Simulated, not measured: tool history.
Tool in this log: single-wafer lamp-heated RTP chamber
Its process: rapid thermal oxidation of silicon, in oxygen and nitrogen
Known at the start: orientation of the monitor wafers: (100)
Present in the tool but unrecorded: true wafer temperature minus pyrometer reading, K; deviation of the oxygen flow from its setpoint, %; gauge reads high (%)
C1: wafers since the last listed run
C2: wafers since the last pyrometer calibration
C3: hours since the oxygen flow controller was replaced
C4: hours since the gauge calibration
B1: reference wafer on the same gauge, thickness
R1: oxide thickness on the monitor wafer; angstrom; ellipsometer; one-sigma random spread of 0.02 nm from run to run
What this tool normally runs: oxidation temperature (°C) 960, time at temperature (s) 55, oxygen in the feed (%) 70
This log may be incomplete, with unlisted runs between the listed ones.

{"run": 1, "hour": 0.0, "oxidation temperature (°C)": 960, "time at temperature (s)": 55, "oxygen in the feed (%)": 70, "C1": 0, "C2": 5935, "C3": 3763.1, "C4": 79.3, "B1": 3.542, "R1": 36.73}
{"run": 2, "hour": 27.4, "oxidation temperature (°C)": 960, "time at temperature (s)": 55, "oxygen in the feed (%)": 70, "C1": 339, "C2": 6274, "C3": 3790.5, "C4": 106.7, "B1": 3.541, "R1": 37.32}
{"run": 3, "hour": 48.0, "oxidation temperature (°C)": 960, "time at temperature (s)": 55, "oxygen in the feed (%)": 70, "C1": 254, "C2": 6529, "C3": 3811.1, "C4": 127.3, "B1": 3.539, "R1": 37.14}
{"run": 4, "hour": 81.0, "oxidation temperature (°C)": 960, "time at temperature (s)": 55, "oxygen in the feed (%)": 70, "C1": 408, "C2": 6937, "C3": 3844.1, "C4": 160.3, "B1": 3.54, "R1": 37.63}
{"run": 5, "hour": 109.4, "oxidation temperature (°C)": 960, "time at temperature (s)": 55, "oxygen in the feed (%)": 70, "C1": 351, "C2": 7289, "C3": 3872.5, "C4": 188.7, "B1": 3.545, "R1": 37.36}
{"hour": 114.9, "done": "gauge calibrated"}
{"hour": 131.2, "done": "pyrometer window cleaned and pyrometer calibrated"}
{"run": 6, "hour": 137.3, "oxidation temperature (°C)": 960, "time at temperature (s)": 55, "oxygen in the feed (%)": 70, "C1": 246, "C2": 75, "C3": 3900.4, "C4": 22.4, "B1": 3.536, "R1": 37.25}
{"run": 7, "hour": 155.4, "oxidation temperature (°C)": 960, "time at temperature (s)": 55, "oxygen in the feed (%)": 70, "C1": 223, "C2": 299, "C3": 3918.5, "C4": 40.5, "B1": 3.542, "R1": 37.0}
{"hour": 172.2, "done": "oxygen flow controller replaced"}
{"run": 8, "hour": 174.2, "oxidation temperature (°C)": 960, "time at temperature (s)": 55, "oxygen in the feed (%)": 78, "C1": 133, "C2": 433, "C3": 2.0, "C4": 59.3, "B1": 3.541, "R1": 38.43}
{"run": 9, "hour": 200.5, "oxidation temperature (°C)": 960, "time at temperature (s)": 55, "oxygen in the feed (%)": 78, "C1": 325, "C2": 758, "C3": 28.3, "C4": 85.6, "B1": 3.543, "R1": 38.9}
{"run": 10, "hour": 223.5, "oxidation temperature (°C)": 945, "time at temperature (s)": 37, "oxygen in the feed (%)": 92, "C1": 284, "C2": 1043, "C3": 51.3, "C4": 108.6, "B1": 3.54, "R1": 31.58}
{"run": 11, "hour": 244.9, "oxidation temperature (°C)": 960, "time at temperature (s)": 55, "oxygen in the feed (%)": 70, "C1": 264, "C2": 1307, "C3": 72.7, "C4": 130.0, "B1": 3.537, "R1": 37.52}
{"run": 12, "hour": 263.1, "oxidation temperature (°C)": 948, "time at temperature (s)": 38, "oxygen in the feed (%)": 70, "C1": 225, "C2": 1532, "C3": 90.9, "C4": 148.2, "B1": 3.542, "R1": 30.42}
{"run": 13, "hour": 276.5, "oxidation temperature (°C)": 960, "time at temperature (s)": 55, "oxygen in the feed (%)": 48, "C1": 165, "C2": 1698, "C3": 104.3, "C4": 161.6, "B1": 3.542, "R1": 33.6}
{"run": 14, "hour": 294.2, "oxidation temperature (°C)": 938, "time at temperature (s)": 67, "oxygen in the feed (%)": 85, "C1": 219, "C2": 1917, "C3": 122.0, "C4": 179.3, "B1": 3.542, "R1": 36.74}
{"run": 15, "hour": 311.0, "oxidation temperature (°C)": 960, "time at temperature (s)": 77, "oxygen in the feed (%)": 70, "C1": 207, "C2": 2125, "C3": 138.8, "C4": 196.1, "B1": 3.54, "R1": 42.51}
{"hour": 326.2, "done": "gauge calibrated"}
{"run": 16, "hour": 331.3, "oxidation temperature (°C)": 986, "time at temperature (s)": 55, "oxygen in the feed (%)": 70, "C1": 251, "C2": 2376, "C3": 159.1, "C4": 5.1, "B1": 3.539, "R1": 44.41}
{"run": 17, "hour": 365.9, "oxidation temperature (°C)": 960, "time at temperature (s)": 55, "oxygen in the feed (%)": 70, "C1": 428, "C2": 2804, "C3": 193.7, "C4": 39.7, "B1": 3.538, "R1": 37.26}
{"run": 18, "hour": 380.4, "oxidation temperature (°C)": 950, "time at temperature (s)": 40, "oxygen in the feed (%)": 43, "C1": 179, "C2": 2984, "C3": 208.2, "C4": 54.2, "B1": 3.539, "R1": 28.11}

What if the next run were any one of these 4? Each begins from the tool's condition after run 18:
{"run": "A", "hour": 380.8, "oxidation temperature (°C)": 960, "time at temperature (s)": 55, "oxygen in the feed (%)": 70, "C1": 4, "C2": 2989, "C3": 208.6, "C4": 54.6, "B1": "?", "R1": "?"}
{"run": "B", "hour": 380.8, "oxidation temperature (°C)": 960, "time at temperature (s)": 55, "oxygen in the feed (%)": 91, "C1": 4, "C2": 2989, "C3": 208.6, "C4": 54.6, "B1": "?", "R1": "?"}
{"run": "C", "hour": 380.8, "oxidation temperature (°C)": 951, "time at temperature (s)": 66, "oxygen in the feed (%)": 70, "C1": 4, "C2": 2989, "C3": 208.6, "C4": 54.6, "B1": "?", "R1": "?"}
{"run": "D", "hour": 380.8, "oxidation temperature (°C)": 950, "time at temperature (s)": 39, "oxygen in the feed (%)": 48, "C1": 4, "C2": 2989, "C3": 208.6, "C4": 54.6, "B1": "?", "R1": "?"}

run=A B1=3.540 R1=37.32
run=B B1=3.540 R1=40.40
run=C B1=3.540 R1=37.71
run=D B1=3.540 R1=28.53
Without the tool's hidden state the same runs would have given:
run=A R1=37.32
run=B R1=40.40
run=C R1=37.71
run=D R1=28.53
